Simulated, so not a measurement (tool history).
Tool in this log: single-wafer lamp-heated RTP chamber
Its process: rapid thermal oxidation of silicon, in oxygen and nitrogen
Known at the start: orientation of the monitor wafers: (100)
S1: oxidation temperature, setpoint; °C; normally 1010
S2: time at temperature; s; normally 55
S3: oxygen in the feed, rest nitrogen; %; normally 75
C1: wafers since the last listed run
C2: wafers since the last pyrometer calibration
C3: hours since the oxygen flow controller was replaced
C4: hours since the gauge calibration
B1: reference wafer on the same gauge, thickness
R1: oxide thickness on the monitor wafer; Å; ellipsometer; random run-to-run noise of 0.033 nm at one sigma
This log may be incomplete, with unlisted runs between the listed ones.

run,day,S1,S2,S3,C1,C2,C3,C4,B1,R1
1,0,1010,55,75,0,3495,4005.7,957.3,6.133,58.47
2,2.308,1010,55,75,476,3971,4061.1,1012.7,6.136,58.46
3,4.479,1010,55,75,448,4419,4113.2,1064.8,6.133,59.22
4,5.546,1010,55,75,220,4639,4138.8,1090.4,6.143,58.83
5,8.429,1010,55,75,595,5234,4208,1159.6,6.144,58.29
6,10.671,1010,55,92,462,5697,4261.8,1213.4,6.149,63.62
7,12.146,1010,55,92,304,6001,4297.2,1248.8,6.147,63.69
8,14.583,1010,55,92,503,6505,4355.7,1307.3,6.136,63.41
9,16.425,1010,55,75,380,6885,4399.9,1351.5,6.136,59.52
10,17.629,1010,55,75,248,7133,4428.8,1380.4,6.149,58.86
11,19.108,1010,55,75,305,7438,4464.3,1415.9,6.132,58.7
# day 21.021: pyrometer window cleaned and pyrometer calibrated
12,21.042,1010,55,75,330,4,4510.7,1462.3,6.136,57.18
13,22.821,1010,55,75,367,371,4553.4,1505,6.137,57.07
14,24.212,1010,55,75,287,658,4586.8,1538.4,6.128,57.49
15,25.842,1010,55,75,336,994,4625.9,1577.5,6.14,56.79
16,28.304,1010,41,69,508,1503,4685,1636.6,6.149,49.67
17,36.771,1000,55,61,1747,3250,4888.2,1839.8,6.152,50.25
18,38.575,993,32,93,372,3622,4931.5,1883.1,6.139,44.24
19,40.979,1010,47,64,496,4118,4989.2,1940.8,6.138,51.74
20,43.646,987,31,98,550,4669,5053.2,2004.8,6.14,43.3
# day 44.071: oxygen flow controller replaced
21,45.958,1029,81,93,408,5077,45.3,2060.3,6.13,86.82
22,47.329,1010,55,75,282,5360,78.2,2093.2,6.127,59.49
23,48.746,1010,41,69,292,5653,112.2,2127.2,6.141,50.46
24,50.004,1010,74,75,259,5912,142.4,2157.4,6.144,67.39
# day 50.7: gauge calibrated
25,51.583,1010,55,75,325,6238,180.3,21.2,6.127,58.72
# day 53.575: pyrometer window cleaned and pyrometer calibrated
26,53.838,1038,81,52,396,53,234.4,75.3,6.13,72.99
27,55.825,1018,29,90,410,464,282.1,123,6.147,48.74
28,58.442,1010,66,95,540,1004,344.9,185.8,6.127,67.67
29,59.625,995,74,62,244,1248,373.3,214.2,6.138,54.64
30,61.671,1010,55,75,422,1670,422.4,263.3,6.148,57.6
31,63.162,996,75,75,307,1978,458.2,299.1,6.143,59.79
32,64.583,1010,55,75,293,2271,492.3,333.2,6.13,58.53
33,66.771,1023,55,75,451,2723,544.8,385.7,6.133,63.83
34,69.158,994,55,60,492,3215,602.1,443,6.128,48.95
35,70.854,1010,55,98,349,3565,642.8,483.7,6.145,64.32
36,74.383,1010,80,75,728,4294,727.5,568.4,6.146,68.84
37,76.142,1010,55,91,362,4657,769.7,610.6,6.141,63.07
38,78.746,1010,55,75,537,5194,832.2,673.1,6.138,58.85

Hidden condition of the tool, last listed run before each entry between runs versus first listed run after:
From run 11 to run 12: pyrometer window cleaned and pyrometer calibrated (day 21.021)
  true wafer temperature minus pyrometer reading, K: 5.72 -> 0.252
  measured result minus the result with no hidden state, R1: +2.34 -> +0.1 Å
From run 20 to run 21: oxygen flow controller replaced (day 44.071)
  true wafer temperature minus pyrometer reading, K: 5.24 -> 5.38
  measured result minus the result with no hidden state, R1: +1.54 -> +3.25 Å
From run 24 to run 25: gauge calibrated (day 50.7)
  true wafer temperature minus pyrometer reading, K: 5.57 -> 5.63
  measured result minus the result with no hidden state, R1: +2.65 -> +2.31 Å
From run 25 to run 26: pyrometer window cleaned and pyrometer calibrated (day 53.575)
  true wafer temperature minus pyrometer reading, K: 5.63 -> 0.355
  measured result minus the result with no hidden state, R1: +2.31 -> +0.18 Å
